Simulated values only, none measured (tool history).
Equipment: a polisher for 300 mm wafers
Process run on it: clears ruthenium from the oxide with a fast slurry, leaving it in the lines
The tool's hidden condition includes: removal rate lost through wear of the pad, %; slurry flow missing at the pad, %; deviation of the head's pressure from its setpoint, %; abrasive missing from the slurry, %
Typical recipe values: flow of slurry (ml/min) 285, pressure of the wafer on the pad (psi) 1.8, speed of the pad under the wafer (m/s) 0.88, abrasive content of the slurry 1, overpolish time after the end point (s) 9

run	hour	flow of slurry (ml/min)	pressure of the wafer on the pad (psi)	speed of the pad under the wafer (m/s)	abrasive content of the slurry	overpolish time after the end point (s)	wafers since the last listed run	wafers polished on this pad	hours since the slurry nozzle was cleaned	hours since the head pressure was calibrated	hours since the slurry blender was calibrated	incoming thickness of the incoming film, nm	time until the end point was called (s)	dishing of a wide line in a test structure (nm)
1	0	285	1.8	0.88	0.8	9	0	1395	180	508.6	191.6	310.1	159.3	12.8
# hour 6.4: worn pad replaced by a new one
2	32.2	285	1.8	0.88	0.8	9	300	274	212.2	540.8	223.8	306.2	161.1	13.1
3	58.3	285	1.8	0.88	1	9	277	551	238.3	566.9	249.9	309.1	147.2	13.4
4	91.2	285	1.8	0.88	1	9	350	901	271.2	599.8	282.8	313.1	150.3	13.8
5	114.1	285	1.8	0.88	1	11	243	1145	294.1	622.7	305.7	311.7	151	15.9
6	142.6	285	1.8	0.88	1	11	303	1448	322.6	651.2	334.2	306.5	145.1	16.5
# hour 165.9: worn pad replaced by a new one
# hour 182.9: head pressure recalibrated
# hour 204.9: slurry nozzle cleaned
# hour 212.5: slurry blender recalibrated
7	241.7	285	1.8	0.88	1	9	958	753	36.8	58.8	29.2	307.1	146.7	13.7
8	271.5	285	1.8	0.88	1	9	317	1070	66.6	88.6	59	313	150	13.9
9	304.1	285	1.8	0.88	1	9	346	1417	99.2	121.2	91.6	307.4	151.6	13.8
# hour 320.4: worn pad replaced by a new one
10	335.6	285	2.1	0.88	1	9	292	162	130.7	152.7	123.1	313.6	131.2	16.3
11	360.9	285	1.8	0.88	1	9	269	431	156	178	148.4	306.7	148.6	13.5
12	377.5	285	1.8	0.88	1	9	176	607	172.6	194.6	165	305.9	146.2	13.8
13	396.5	285	1.5	0.68	1	6	202	810	191.6	213.6	184	307.7	230.7	6.3
14	426.3	325	1.8	0.88	1	13	317	1127	221.4	243.4	213.8	304.9	142.7	18.7
15	457.3	285	1.8	0.88	1	9	329	1457	252.4	274.4	244.8	311.4	148.6	13.8
# hour 473.3: worn pad replaced by a new one
16	473.8	285	1.8	0.88	0.75	9	133	4	268.9	290.9	261.3	314.6	167.2	13
17	499.6	285	1.8	0.88	1	9	274	279	294.7	316.7	287.1	306.8	147.7	13.7
18	516.5	285	1.8	1.1	1	9	179	459	311.6	333.6	304	312.6	117.2	16.6
19	535.8	285	2.2	0.88	1	9	205	664	330.9	352.9	323.3	312.5	122.1	16.4
20	552.7	225	1.4	0.88	1	9	179	844	347.8	369.8	340.2	309.9	192.8	10.8

Below are 3 alternative next runs, each starting from the tool's condition after run 20. Predict each:
A	553.2	285	1.8	0.88	1	9	5	849	348.3	370.3	340.7	308.7	?	?
B	553.2	365	1.8	1.16	1	9	5	849	348.3	370.3	340.7	308.7	?	?
C	553.2	370	1.3	0.88	1	9	5	849	348.3	370.3	340.7	308.7	?	?

run	time until the end point was called (s)	dishing of a wide line in a test structure (nm)
A	149.5	13.9
B	111.8	18
C	203.9	10.4
Without the tool's unlogged condition, the same runs would have read:
run	time until the end point was called (s)	dishing of a wide line in a test structure (nm)
A	149.5	13.9
B	111.8	18
C	203.9	10.4

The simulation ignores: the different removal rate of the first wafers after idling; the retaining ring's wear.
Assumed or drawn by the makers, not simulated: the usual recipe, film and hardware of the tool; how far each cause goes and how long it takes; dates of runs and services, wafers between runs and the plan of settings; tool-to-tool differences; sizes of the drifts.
